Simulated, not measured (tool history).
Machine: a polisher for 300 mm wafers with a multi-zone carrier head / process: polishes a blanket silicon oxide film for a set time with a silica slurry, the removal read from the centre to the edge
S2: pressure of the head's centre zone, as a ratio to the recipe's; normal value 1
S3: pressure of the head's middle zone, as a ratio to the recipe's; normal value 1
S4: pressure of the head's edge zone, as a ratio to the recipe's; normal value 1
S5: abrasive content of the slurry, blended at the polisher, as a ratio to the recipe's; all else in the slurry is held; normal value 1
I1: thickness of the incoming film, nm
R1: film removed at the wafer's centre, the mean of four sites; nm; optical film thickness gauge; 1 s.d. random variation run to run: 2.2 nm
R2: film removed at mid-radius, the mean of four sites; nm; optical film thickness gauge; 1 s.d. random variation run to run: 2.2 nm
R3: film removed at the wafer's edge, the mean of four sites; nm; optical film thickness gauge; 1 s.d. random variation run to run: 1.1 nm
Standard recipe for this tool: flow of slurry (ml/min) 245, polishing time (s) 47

{"run": 1, "day": 0.0, "flow of slurry (ml/min)": 245, "S2": 1, "S3": 1, "S4": 1, "S5": 1, "polishing time (s)": 54, "I1": 981.2, "R1": 162.1, "R2": 180.3, "R3": 186.9}
{"run": 2, "day": 0.133, "flow of slurry (ml/min)": 245, "S2": 1, "S3": 0.91, "S4": 1, "S5": 1, "polishing time (s)": 47, "I1": 1000.8, "R1": 142.8, "R2": 145.4, "R3": 163.9}
{"run": 3, "day": 0.862, "flow of slurry (ml/min)": 245, "S2": 1, "S3": 0.91, "S4": 1, "S5": 1, "polishing time (s)": 47, "I1": 996.7, "R1": 140.9, "R2": 149.3, "R3": 163.1}
{"day": 1.425, "done": "carrier head's membrane replaced by a new one"}
{"run": 4, "day": 1.488, "flow of slurry (ml/min)": 245, "S2": 1, "S3": 1, "S4": 1, "S5": 1, "polishing time (s)": 47, "I1": 1000.3, "R1": 139.3, "R2": 161, "R3": 164.3}
{"run": 5, "day": 2.233, "flow of slurry (ml/min)": 245, "S2": 1, "S3": 1, "S4": 1, "S5": 1, "polishing time (s)": 47, "I1": 996.3, "R1": 141.3, "R2": 161.2, "R3": 163.6}
{"run": 6, "day": 2.746, "flow of slurry (ml/min)": 245, "S2": 1, "S3": 1, "S4": 1, "S5": 1, "polishing time (s)": 47, "I1": 1007.2, "R1": 140.1, "R2": 159.3, "R3": 161.3}
{"day": 3.333, "done": "slurry nozzle cleaned"}
{"run": 7, "day": 3.375, "flow of slurry (ml/min)": 245, "S2": 1, "S3": 1, "S4": 1, "S5": 1, "polishing time (s)": 47, "I1": 996, "R1": 137, "R2": 154.2, "R3": 160.7}
{"run": 8, "day": 3.867, "flow of slurry (ml/min)": 245, "S2": 1, "S3": 1, "S4": 1, "S5": 1, "polishing time (s)": 54, "I1": 1000.2, "R1": 157.8, "R2": 183.1, "R3": 186.9}
{"day": 4.138, "done": "worn pad replaced by a new one, of another model than before"}
{"run": 9, "day": 4.483, "flow of slurry (ml/min)": 170, "S2": 1, "S3": 1, "S4": 1, "S5": 1, "polishing time (s)": 47, "I1": 1010.6, "R1": 117.6, "R2": 139.6, "R3": 147.6}
{"run": 10, "day": 4.758, "flow of slurry (ml/min)": 245, "S2": 1, "S3": 1, "S4": 1, "S5": 1, "polishing time (s)": 47, "I1": 1006.5, "R1": 136.9, "R2": 156.2, "R3": 163.9}
{"run": 11, "day": 5.246, "flow of slurry (ml/min)": 205, "S2": 0.95, "S3": 1, "S4": 1.1, "S5": 1, "polishing time (s)": 47, "I1": 1019.3, "R1": 126.5, "R2": 149.8, "R3": 161.7}
{"day": 5.629, "done": "edge zone pressure recalibrated"}
{"run": 12, "day": 5.988, "flow of slurry (ml/min)": 245, "S2": 1, "S3": 1, "S4": 1, "S5": 1, "polishing time (s)": 47, "I1": 1012.9, "R1": 135.1, "R2": 161, "R3": 161.7}
{"run": 13, "day": 6.554, "flow of slurry (ml/min)": 245, "S2": 1, "S3": 1, "S4": 1, "S5": 0.85, "polishing time (s)": 47, "I1": 993.8, "R1": 132.8, "R2": 148.9, "R3": 156.6}
{"run": 14, "day": 7.129, "flow of slurry (ml/min)": 205, "S2": 1, "S3": 1, "S4": 1, "S5": 1, "polishing time (s)": 47, "I1": 1008.8, "R1": 132.3, "R2": 150.1, "R3": 159.8}
{"day": 7.558, "done": "centre zone pressure recalibrated"}
{"run": 15, "day": 7.871, "flow of slurry (ml/min)": 245, "S2": 0.92, "S3": 1, "S4": 1, "S5": 1, "polishing time (s)": 53, "I1": 1007.1, "R1": 160.5, "R2": 174.5, "R3": 184.6}
{"day": 8.1, "done": "worn pad replaced by a new one"}
{"run": 16, "day": 8.588, "flow of slurry (ml/min)": 245, "S2": 1, "S3": 0.91, "S4": 1.09, "S5": 0.9, "polishing time (s)": 47, "I1": 1006, "R1": 153, "R2": 145.1, "R3": 163.5}
{"run": 17, "day": 9.338, "flow of slurry (ml/min)": 245, "S2": 1, "S3": 0.96, "S4": 1.11, "S5": 1.1, "polishing time (s)": 54, "I1": 988.4, "R1": 183.7, "R2": 182.5, "R3": 198}
{"run": 18, "day": 9.833, "flow of slurry (ml/min)": 245, "S2": 1.11, "S3": 1.07, "S4": 1, "S5": 1.25, "polishing time (s)": 56, "I1": 1005.4, "R1": 216.1, "R2": 215.4, "R3": 205}
{"run": 19, "day": 11.054, "flow of slurry (ml/min)": 280, "S2": 0.91, "S3": 1, "S4": 1, "S5": 1.15, "polishing time (s)": 47, "I1": 1004.6, "R1": 149.3, "R2": 170.4, "R3": 171.1}
{"run": 20, "day": 11.542, "flow of slurry (ml/min)": 245, "S2": 1, "S3": 1, "S4": 1, "S5": 1, "polishing time (s)": 47, "I1": 985.9, "R1": 150.8, "R2": 157.2, "R3": 162.5}
{"day": 11.838, "done": "worn pad replaced by a new one"}
{"run": 21, "day": 11.983, "flow of slurry (ml/min)": 180, "S2": 1, "S3": 1, "S4": 1, "S5": 1, "polishing time (s)": 47, "I1": 1000.4, "R1": 139.1, "R2": 142, "R3": 152.7}
{"run": 22, "day": 12.604, "flow of slurry (ml/min)": 245, "S2": 1, "S3": 1, "S4": 1, "S5": 1, "polishing time (s)": 47, "I1": 998.9, "R1": 152.6, "R2": 160.7, "R3": 162.8}

Below are 3 alternative next runs, each starting from the tool's condition after run 22. Predict each:
{"run": "A", "day": 12.621, "flow of slurry (ml/min)": 245, "S2": 1, "S3": 0.89, "S4": 1, "S5": 1, "polishing time (s)": 47, "I1": 990.7, "R1": "?", "R2": "?", "R3": "?"}
{"run": "B", "day": 12.621, "flow of slurry (ml/min)": 245, "S2": 1, "S3": 0.97, "S4": 1, "S5": 0.9, "polishing time (s)": 62, "I1": 990.7, "R1": "?", "R2": "?", "R3": "?"}
{"run": "C", "day": 12.621, "flow of slurry (ml/min)": 245, "S2": 1, "S3": 1, "S4": 0.94, "S5": 1, "polishing time (s)": 47, "I1": 990.7, "R1": "?", "R2": "?", "R3": "?"}

run=A R1=152.3 R2=143.7 R3=161.6
run=B R1=196.3 R2=198.9 R3=207.9
run=C R1=152.4 R2=158.5 R3=158.5
With the hidden condition removed and each run's random variation left untouched, the same runs would have given:
run=A R1=153.9 R2=143.7 R3=161.6
run=B R1=198.3 R2=198.9 R3=207.9
run=C R1=154 R2=158.4 R3=158.5

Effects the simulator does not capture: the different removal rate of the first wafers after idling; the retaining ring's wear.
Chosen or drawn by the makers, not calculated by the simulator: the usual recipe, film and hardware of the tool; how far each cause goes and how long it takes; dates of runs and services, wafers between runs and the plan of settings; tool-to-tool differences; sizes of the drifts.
